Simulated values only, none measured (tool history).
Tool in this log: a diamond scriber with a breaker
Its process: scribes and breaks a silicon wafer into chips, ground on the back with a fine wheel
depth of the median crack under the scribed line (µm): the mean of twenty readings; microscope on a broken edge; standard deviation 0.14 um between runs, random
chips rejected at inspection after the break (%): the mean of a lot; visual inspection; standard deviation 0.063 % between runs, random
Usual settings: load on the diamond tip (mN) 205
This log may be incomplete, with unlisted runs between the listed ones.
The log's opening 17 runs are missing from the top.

run,day,load on the diamond tip (mN),wafers since the last listed run,hours since the diamond tip was replaced,hours since the load on the tip was calibrated,"incoming depth of the damage left on the back of the incoming wafer, um",depth of the median crack under the scribed line (µm),chips rejected at inspection after the break (%)
18,16.692,169,114,62.0,675.9,1.70,8.29,6.62
19,17.862,205,135,90.1,704.0,1.53,9.42,2.40
20,19.312,205,167,124.9,738.8,2.11,9.19,3.80
21,20.117,205,93,144.2,758.1,1.51,9.19,3.13
22,21.021,205,104,165.9,779.8,2.41,8.91,4.36
23,21.858,164,96,186.0,799.9,2.53,7.93,13.01
# day 22.500: load on the tip recalibrated
24,22.617,150,78,204.2,2.8,1.67,7.18,15.60
# day 23.471: diamond tip replaced by a new one
25,23.962,161,146,11.8,35.1,1.85,8.79,5.37
26,25.388,167,165,46.0,69.3,1.66,8.63,6.22
27,26.188,227,92,65.2,88.5,2.05,10.47,1.43
28,27.079,184,103,86.6,109.9,2.29,9.08,5.50
29,28.100,246,118,111.1,134.4,2.71,10.68,2.17
30,29.421,174,152,142.8,166.1,2.02,8.31,7.62
31,30.142,259,83,160.1,183.4,2.85,11.08,2.35
32,31.238,172,126,186.4,209.7,1.97,8.08,9.02
33,32.300,183,123,211.9,235.2,2.46,8.43,7.99
34,33.271,144,112,235.2,258.5,2.25,7.09,19.00
# day 34.067: diamond tip replaced by a new one
35,34.088,205,84,0.5,278.1,2.01,10.15,1.46
36,34.621,248,61,13.3,290.9,1.61,11.34,1.70
37,35.796,165,136,41.5,319.1,1.82,8.31,7.40
38,36.367,234,66,55.2,332.8,2.58,10.48,2.09
39,40.404,226,467,152.1,429.7,2.79,9.91,3.59
40,41.208,164,93,171.4,449.0,1.93,7.76,11.86

Forecast each of these 3 alternatives for the next run:
A,41.229,205,2,171.9,449.5,1.53,?,?
B,41.229,258,2,171.9,449.5,1.53,?,?
C,41.229,235,2,171.9,449.5,1.53,?,?

run,depth of the median crack under the scribed line (µm),chips rejected at inspection after the break (%)
A,9.07,3.77
B,10.66,1.00
C,9.99,1.50
Without the tool's hidden state the same runs would have given:
run,depth of the median crack under the scribed line (µm),chips rejected at inspection after the break (%)
A,10.68,0.99
B,12.56,3.49
C,11.76,1.86
